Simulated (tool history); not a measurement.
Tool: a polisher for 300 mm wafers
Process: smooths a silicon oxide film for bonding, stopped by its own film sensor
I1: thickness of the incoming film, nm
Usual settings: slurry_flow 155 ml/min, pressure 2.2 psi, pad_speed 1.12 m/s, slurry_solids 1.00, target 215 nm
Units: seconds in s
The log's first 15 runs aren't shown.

{"run": 16, "hour": 790.6, "slurry_flow": 155, "pressure": 2.2, "pad_speed": 1.12, "slurry_solids": 0.8, "target": 215, "I1": 252.3, "seconds": 50.6}
{"run": 17, "hour": 859.7, "slurry_flow": 110, "pressure": 2.2, "pad_speed": 1.12, "slurry_solids": 1.0, "target": 215, "I1": 249.3, "seconds": 42.8}
{"hour": 865.7, "done": "worn pad replaced by a new one"}
{"run": 18, "hour": 914.5, "slurry_flow": 155, "pressure": 2.2, "pad_speed": 1.12, "slurry_solids": 1.0, "target": 215, "I1": 249.3, "seconds": 42.1}
{"run": 19, "hour": 961.5, "slurry_flow": 200, "pressure": 3.0, "pad_speed": 1.42, "slurry_solids": 0.9, "target": 215, "I1": 251.6, "seconds": 28.8}
{"run": 20, "hour": 986.5, "slurry_flow": 155, "pressure": 1.6, "pad_speed": 1.12, "slurry_solids": 0.8, "target": 223, "I1": 251.2, "seconds": 51.4}
{"hour": 1020.7, "done": "slurry blender recalibrated"}
{"run": 21, "hour": 1021.2, "slurry_flow": 155, "pressure": 2.2, "pad_speed": 1.12, "slurry_solids": 1.0, "target": 215, "I1": 252.4, "seconds": 47.9}
{"run": 22, "hour": 1094.0, "slurry_flow": 155, "pressure": 2.2, "pad_speed": 1.12, "slurry_solids": 0.9, "target": 215, "I1": 248.2, "seconds": 43.6}
{"run": 23, "hour": 1139.8, "slurry_flow": 155, "pressure": 2.2, "pad_speed": 1.12, "slurry_solids": 1.0, "target": 215, "I1": 249.2, "seconds": 44.6}
{"hour": 1153.4, "done": "head pressure recalibrated"}
{"run": 24, "hour": 1173.3, "slurry_flow": 155, "pressure": 2.2, "pad_speed": 1.12, "slurry_solids": 1.0, "target": 215, "I1": 249.9, "seconds": 39.8}
{"run": 25, "hour": 1202.0, "slurry_flow": 155, "pressure": 1.9, "pad_speed": 0.92, "slurry_solids": 0.75, "target": 215, "I1": 245.3, "seconds": 51.0}
{"run": 26, "hour": 1264.2, "slurry_flow": 155, "pressure": 2.5, "pad_speed": 1.52, "slurry_solids": 1.0, "target": 204, "I1": 245.1, "seconds": 33.6}
{"hour": 1289.8, "done": "slurry nozzle cleaned"}
{"run": 27, "hour": 1320.3, "slurry_flow": 155, "pressure": 2.8, "pad_speed": 1.12, "slurry_solids": 0.9, "target": 215, "I1": 249.4, "seconds": 33.5}
{"hour": 1340.2, "done": "worn pad replaced by a new one"}
{"run": 28, "hour": 1352.5, "slurry_flow": 155, "pressure": 2.2, "pad_speed": 1.12, "slurry_solids": 1.0, "target": 215, "I1": 252.0, "seconds": 42.8}
{"hour": 1435.9, "done": "slurry blender recalibrated"}
{"run": 29, "hour": 1436.4, "slurry_flow": 105, "pressure": 2.2, "pad_speed": 1.12, "slurry_solids": 1.0, "target": 204, "I1": 252.0, "seconds": 57.7}
{"run": 30, "hour": 1461.5, "slurry_flow": 195, "pressure": 2.2, "pad_speed": 1.12, "slurry_solids": 0.9, "target": 215, "I1": 250.8, "seconds": 42.1}

Forecast each of these 4 alternatives for the next run:
{"run": "A", "hour": 1461.9, "slurry_flow": 155, "pressure": 2.2, "pad_speed": 0.84, "slurry_solids": 1.0, "target": 215, "I1": 253.5, "seconds": "?"}
{"run": "B", "hour": 1461.9, "slurry_flow": 155, "pressure": 1.9, "pad_speed": 1.12, "slurry_solids": 1.0, "target": 215, "I1": 253.5, "seconds": "?"}
{"run": "C", "hour": 1461.9, "slurry_flow": 155, "pressure": 2.2, "pad_speed": 0.82, "slurry_solids": 0.85, "target": 206, "I1": 253.5, "seconds": "?"}
{"run": "D", "hour": 1461.9, "slurry_flow": 170, "pressure": 2.2, "pad_speed": 1.12, "slurry_solids": 1.0, "target": 215, "I1": 253.5, "seconds": "?"}

run=A seconds=58.4
run=B seconds=52.7
run=C seconds=79.1
run=D seconds=46.0
Without the tool's hidden state the same runs would have given:
run=A seconds=57.4
run=B seconds=51.7
run=C seconds=77.7
run=D seconds=45.2
